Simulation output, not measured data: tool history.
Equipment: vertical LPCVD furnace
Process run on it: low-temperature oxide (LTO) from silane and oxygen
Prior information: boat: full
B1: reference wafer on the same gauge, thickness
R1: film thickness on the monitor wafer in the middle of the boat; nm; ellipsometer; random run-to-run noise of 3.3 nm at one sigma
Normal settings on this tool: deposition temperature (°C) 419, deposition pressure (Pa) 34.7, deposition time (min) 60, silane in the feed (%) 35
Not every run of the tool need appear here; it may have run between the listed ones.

run 1 hour=0 | deposition_temperature_(°C)=419 deposition_pressure_(Pa)=34.7 deposition_time_(min)=60 silane_in_the_feed_(%)=35 | B1=677.01 | R1=691.4
run 2 hour=30.7 | deposition_temperature_(°C)=419 deposition_pressure_(Pa)=34.7 deposition_time_(min)=60 silane_in_the_feed_(%)=35 | B1=675.93 | R1=685.77
run 3 hour=59 | deposition_temperature_(°C)=419 deposition_pressure_(Pa)=34.7 deposition_time_(min)=60 silane_in_the_feed_(%)=35 | B1=677.23 | R1=686.68
run 4 hour=85.9 | deposition_temperature_(°C)=419 deposition_pressure_(Pa)=34.7 deposition_time_(min)=60 silane_in_the_feed_(%)=35 | B1=676.14 | R1=683.52
run 5 hour=113.9 | deposition_temperature_(°C)=415 deposition_pressure_(Pa)=34.7 deposition_time_(min)=60 silane_in_the_feed_(%)=35 | B1=676.77 | R1=661.47
run 6 hour=141.8 | deposition_temperature_(°C)=419 deposition_pressure_(Pa)=34.7 deposition_time_(min)=60 silane_in_the_feed_(%)=35 | B1=675.27 | R1=687.87
run 7 hour=175.2 | deposition_temperature_(°C)=414 deposition_pressure_(Pa)=34.7 deposition_time_(min)=60 silane_in_the_feed_(%)=35 | B1=676.34 | R1=649.72
run 8 hour=194.1 | deposition_temperature_(°C)=414 deposition_pressure_(Pa)=34.7 deposition_time_(min)=60 silane_in_the_feed_(%)=35 | B1=677.12 | R1=650.56
run 9 hour=214.4 | deposition_temperature_(°C)=419 deposition_pressure_(Pa)=34.7 deposition_time_(min)=60 silane_in_the_feed_(%)=35 | B1=674.17 | R1=685.11
run 10 hour=233.3 | deposition_temperature_(°C)=419 deposition_pressure_(Pa)=34.7 deposition_time_(min)=60 silane_in_the_feed_(%)=35 | B1=675.7 | R1=686.97
-- hour=285.6 silane flow controller replaced
-- hour=292.7 thermocouples replaced and temperature profile calibrated
run 11 hour=336.8 | deposition_temperature_(°C)=419 deposition_pressure_(Pa)=34.7 deposition_time_(min)=60 silane_in_the_feed_(%)=35 | B1=676.94 | R1=689.61
run 12 hour=350.9 | deposition_temperature_(°C)=419 deposition_pressure_(Pa)=34.7 deposition_time_(min)=60 silane_in_the_feed_(%)=35 | B1=674.94 | R1=689.04
run 13 hour=368.2 | deposition_temperature_(°C)=419 deposition_pressure_(Pa)=34.7 deposition_time_(min)=60 silane_in_the_feed_(%)=35 | B1=675.87 | R1=686.95
run 14 hour=389.7 | deposition_temperature_(°C)=419 deposition_pressure_(Pa)=34.7 deposition_time_(min)=60 silane_in_the_feed_(%)=35 | B1=676.42 | R1=685.36
run 15 hour=410.5 | deposition_temperature_(°C)=419 deposition_pressure_(Pa)=34.7 deposition_time_(min)=38.5 silane_in_the_feed_(%)=29 | B1=676.64 | R1=341.76
run 16 hour=445.5 | deposition_temperature_(°C)=419 deposition_pressure_(Pa)=32 deposition_time_(min)=82.5 silane_in_the_feed_(%)=30 | B1=675.98 | R1=708.14
run 17 hour=461.5 | deposition_temperature_(°C)=414 deposition_pressure_(Pa)=34.7 deposition_time_(min)=53 silane_in_the_feed_(%)=35 | B1=675.44 | R1=572.33
run 18 hour=489.9 | deposition_temperature_(°C)=412 deposition_pressure_(Pa)=42 deposition_time_(min)=60 silane_in_the_feed_(%)=33 | B1=675.81 | R1=709.53
-- hour=531.1 pressure gauge zeroed
run 19 hour=531.6 | deposition_temperature_(°C)=408 deposition_pressure_(Pa)=34.7 deposition_time_(min)=83.5 silane_in_the_feed_(%)=37 | B1=675.65 | R1=910.82
run 20 hour=539.3 | deposition_temperature_(°C)=419 deposition_pressure_(Pa)=34.7 deposition_time_(min)=60 silane_in_the_feed_(%)=35 | B1=676.49 | R1=688.32
run 21 hour=563.5 | deposition_temperature_(°C)=419 deposition_pressure_(Pa)=34.7 deposition_time_(min)=60 silane_in_the_feed_(%)=35 | B1=676.78 | R1=685.02
run 22 hour=577.1 | deposition_temperature_(°C)=419 deposition_pressure_(Pa)=34.7 deposition_time_(min)=60 silane_in_the_feed_(%)=35 | B1=676.64 | R1=688.09
run 23 hour=605.6 | deposition_temperature_(°C)=414 deposition_pressure_(Pa)=38 deposition_time_(min)=60 silane_in_the_feed_(%)=38 | B1=675.97 | R1=791.52
-- hour=610.2 gauge calibrated
run 24 hour=625.1 | deposition_temperature_(°C)=419 deposition_pressure_(Pa)=37.3 deposition_time_(min)=48 silane_in_the_feed_(%)=35 | B1=678.01 | R1=592.49
run 25 hour=640 | deposition_temperature_(°C)=415 deposition_pressure_(Pa)=34.7 deposition_time_(min)=72.5 silane_in_the_feed_(%)=35 | B1=674.61 | R1=793.26
run 26 hour=733.6 | deposition_temperature_(°C)=419 deposition_pressure_(Pa)=34.7 deposition_time_(min)=60 silane_in_the_feed_(%)=35 | B1=676.72 | R1=685.55
run 27 hour=752.4 | deposition_temperature_(°C)=419 deposition_pressure_(Pa)=30 deposition_time_(min)=41.5 silane_in_the_feed_(%)=42 | B1=676.96 | R1=506.94
run 28 hour=766.4 | deposition_temperature_(°C)=419 deposition_pressure_(Pa)=34.7 deposition_time_(min)=49.5 silane_in_the_feed_(%)=35 | B1=676.48 | R1=564.62

Run-by-run hidden state of the tool:
true tube temperature minus thermocouple reading, K: 0 in every run
true pressure minus gauge reading, mTorr: 0 in every run
deviation of the silane flow from its setpoint, %: 0 in every run
gauge reads high (%): 0 in every run

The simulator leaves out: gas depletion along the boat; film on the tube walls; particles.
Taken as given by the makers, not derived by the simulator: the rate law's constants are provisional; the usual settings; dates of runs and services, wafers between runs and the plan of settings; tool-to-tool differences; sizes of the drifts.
